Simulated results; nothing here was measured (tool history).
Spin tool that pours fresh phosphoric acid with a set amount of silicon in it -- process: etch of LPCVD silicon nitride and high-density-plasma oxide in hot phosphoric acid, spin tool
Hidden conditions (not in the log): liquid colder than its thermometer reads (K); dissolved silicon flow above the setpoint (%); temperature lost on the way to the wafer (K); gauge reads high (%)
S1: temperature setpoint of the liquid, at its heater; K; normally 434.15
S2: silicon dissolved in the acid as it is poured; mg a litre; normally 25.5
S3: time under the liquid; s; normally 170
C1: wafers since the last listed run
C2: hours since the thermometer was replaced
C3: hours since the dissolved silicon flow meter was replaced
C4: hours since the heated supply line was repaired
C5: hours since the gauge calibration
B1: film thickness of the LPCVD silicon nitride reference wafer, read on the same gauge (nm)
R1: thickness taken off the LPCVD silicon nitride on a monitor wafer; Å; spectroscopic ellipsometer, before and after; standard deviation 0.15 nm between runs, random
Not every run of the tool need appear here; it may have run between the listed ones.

run   hour      S1    S2   S3   C1      C2      C3      C4      C5      B1     R1
  1      0  434.15  25.5  170    0    1881  1116.3    2889  1004.3  140.04  145.6
  2   69.8  434.15  25.5  170  619  1950.8  1186.1  2958.8  1074.1  139.99  142.7
  3  113.1  434.15  25.5  170  384  1994.1  1229.4  3002.1  1117.4     140  143.1
     127.7  -- gauge calibrated
  4  157.3  431.65  25.5  200  392  2038.3  1273.6  3046.3    29.6  139.99  154.9
  5  221.4  434.15  25.5  170  569  2102.4  1337.7  3110.4    93.7  140.02  143.3
  6  261.7  437.15   9.5  110  357  2142.7    1378  3150.7     134  139.98  101.9
  7  291.6  431.65  16.5  135  265  2172.6  1407.9  3180.6   163.9  140.01  104.3
     318.7  -- dissolved silicon flow meter replaced
  8  325.4  435.15  17.5  260  291  2206.4     6.7  3214.4   197.7  139.97  223.6
     357.5  -- thermometer replaced
  9  369.4  434.15  25.5  170  381    11.9    50.7  3258.4   241.7  139.97  142.2
 10  400.6  435.15  34.5  215  277    43.1    81.9  3289.6   272.9  139.96  188.4
 11  468.9  433.15    17  195  606   111.4   150.2  3357.9   341.2  139.98  157.3
     472.3  -- heated supply line repaired
 12  526.1  434.15  25.5  170  499   168.6   207.4    53.8   398.4     140  159.6
 13    567  434.15  25.5  170  363   209.5   248.3    94.7   439.3  139.96  158.8
 14  620.5  434.15  25.5  265  475     263   301.8   148.2   492.8  139.98  249.9
 15  680.1  434.15    40  200  529   322.6   361.4   207.8   552.4  140.02  186.1
 16  704.6  434.15  25.5  170  217   347.1   385.9   232.3   576.9  140.03  156.5
 17  731.7  434.15  25.5  170  240   374.2     413   259.4     604  140.01  155.6
 18  802.6  436.15  41.5  170  629   445.1   483.9   330.3   674.9     140  166.9
 19  870.4  434.15  14.5  170  602   512.9   551.7   398.1   742.7  139.98  157.6
 20  897.3  434.15  25.5  170  238   539.8   578.6     425   769.6  139.95    155

5 options for the next run, each taken on its own from the tool as it stands now. Forecast them:
  A  897.8  434.15  10.5  170   4  540.3  579.1  425.5  770.1   ?   ?
  B  897.8  436.15  25.5  170   4  540.3  579.1  425.5  770.1   ?   ?
  C  897.8  434.15  25.5  135   4  540.3  579.1  425.5  770.1   ?   ?
  D  897.8  437.15  25.5   75   4  540.3  579.1  425.5  770.1   ?   ?
  E  897.8  432.65  34.5  170   4  540.3  579.1  425.5  770.1   ?   ?

run   B1     R1
  A  140  155.7
  B  140  166.5
  C  140  123.7
  D  140   75.9
  E  140  148.1
Without the tool's unlogged condition, the same runs would have read:
run     R1
  A  158.9
  B  169.9
  C  126.2
  D   77.5
  E  151.1
